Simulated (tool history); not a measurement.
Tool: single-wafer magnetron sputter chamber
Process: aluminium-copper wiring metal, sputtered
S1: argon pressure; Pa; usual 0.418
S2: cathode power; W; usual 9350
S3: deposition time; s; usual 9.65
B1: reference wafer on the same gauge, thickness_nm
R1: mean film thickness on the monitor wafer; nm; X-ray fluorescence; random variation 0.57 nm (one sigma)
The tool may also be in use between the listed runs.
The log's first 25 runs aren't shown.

| run | hour | S1 | S2 | S3 | B1 | R1 |
|---|---|---|---|---|---|---|
| 26 | 1481.2 | 0.418 | 10600 | 8.29 | 180.026 | 147.859 |
| 27 | 1547.4 | 0.511 | 9350 | 8.92 | 180.129 | 134.267 |
| 28 | 1600.9 | 0.489 | 8650 | 8.48 | 180.044 | 118.846 |
| 29 | 1631.7 | 0.556 | 9350 | 9.65 | 180.000 | 141.633 |
| 30 | 1687.8 | 0.466 | 8100 | 9.65 | 180.071 | 127.023 |
| 31 | 1741.6 | 0.526 | 9350 | 8.00 | 180.058 | 117.731 |
|  | 1763.1 | sputter target and shields replaced |
| 32 | 1776.9 | 0.569 | 7250 | 7.75 | 180.134 | 91.186 |
| 33 | 1857.3 | 0.561 | 10700 | 9.65 | 180.126 | 167.438 |

Forecast each of these 5 alternatives for the next run:
| A | 1857.7 | 0.418 | 9350 | 9.65 | ? | ? |
| B | 1857.7 | 0.345 | 9350 | 9.65 | ? | ? |
| C | 1857.7 | 0.578 | 10250 | 9.13 | ? | ? |
| D | 1857.7 | 0.346 | 9350 | 9.65 | ? | ? |
| E | 1857.7 | 0.478 | 9350 | 8.27 | ? | ? |

| run | B1 | R1 |
|---|---|---|
| A | 179.943 | 155.978 |
| B | 179.943 | 161.225 |
| C | 179.943 | 150.677 |
| D | 179.943 | 161.152 |
| E | 179.943 | 130.126 |
Without the tool's hidden state the same runs would have given:
| run | R1 |
|---|---|
| A | 154.451 |
| B | 160.302 |
| C | 147.931 |
| D | 160.220 |
| E | 128.431 |
